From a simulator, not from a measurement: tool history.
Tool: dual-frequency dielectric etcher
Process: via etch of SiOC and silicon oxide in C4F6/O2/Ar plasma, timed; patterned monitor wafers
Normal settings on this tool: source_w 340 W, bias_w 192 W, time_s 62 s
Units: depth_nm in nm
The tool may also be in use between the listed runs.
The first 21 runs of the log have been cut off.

| run | hour | source_w | bias_w | time_s | read-back reference wafer on the same gauge, depth_nm | depth_nm |
|---|---|---|---|---|---|---|
|  | 1334.5 | wet clean of the chamber |
| 22 | 1335 | 290 | 154 | 62 | 74.3 | 58 |
| 23 | 1481.3 | 370 | 223 | 62 | 74 | 70.3 |
| 24 | 1543.8 | 380 | 170 | 53 | 74.1 | 55.3 |
| 25 | 1572.1 | 340 | 192 | 62 | 74.1 | 64.5 |
| 26 | 1634.7 | 310 | 232 | 62 | 73.9 | 66.6 |
| 27 | 1659.4 | 410 | 239 | 56.5 | 74 | 66.8 |
| 28 | 1717.4 | 340 | 192 | 62 | 74.1 | 63.1 |
| 29 | 1770.7 | 340 | 192 | 51 | 74.2 | 52.5 |
| 30 | 1815.6 | 340 | 192 | 62 | 74.1 | 64.4 |
| 31 | 1870.7 | 340 | 192 | 62 | 74 | 63.9 |

Consider 3 possible next runs. They are alternatives, not a sequence: every one starts from the tool as it was left by run 31. What does each give?
| A | 1871.1 | 280 | 192 | 62 | ? | ? |
| B | 1871.1 | 260 | 192 | 62 | ? | ? |
| C | 1871.1 | 340 | 192 | 71 | ? | ? |

| run | read-back reference wafer on the same gauge, depth_nm | depth_nm |
|---|---|---|
| A | 74.1 | 60.2 |
| B | 74.1 | 58.8 |
| C | 74.1 | 73.3 |
With the hidden condition removed and each run's random variation left untouched, the same runs would have given:
| run | depth_nm |
|---|---|
| A | 61.9 |
| B | 60.5 |
| C | 75.4 |

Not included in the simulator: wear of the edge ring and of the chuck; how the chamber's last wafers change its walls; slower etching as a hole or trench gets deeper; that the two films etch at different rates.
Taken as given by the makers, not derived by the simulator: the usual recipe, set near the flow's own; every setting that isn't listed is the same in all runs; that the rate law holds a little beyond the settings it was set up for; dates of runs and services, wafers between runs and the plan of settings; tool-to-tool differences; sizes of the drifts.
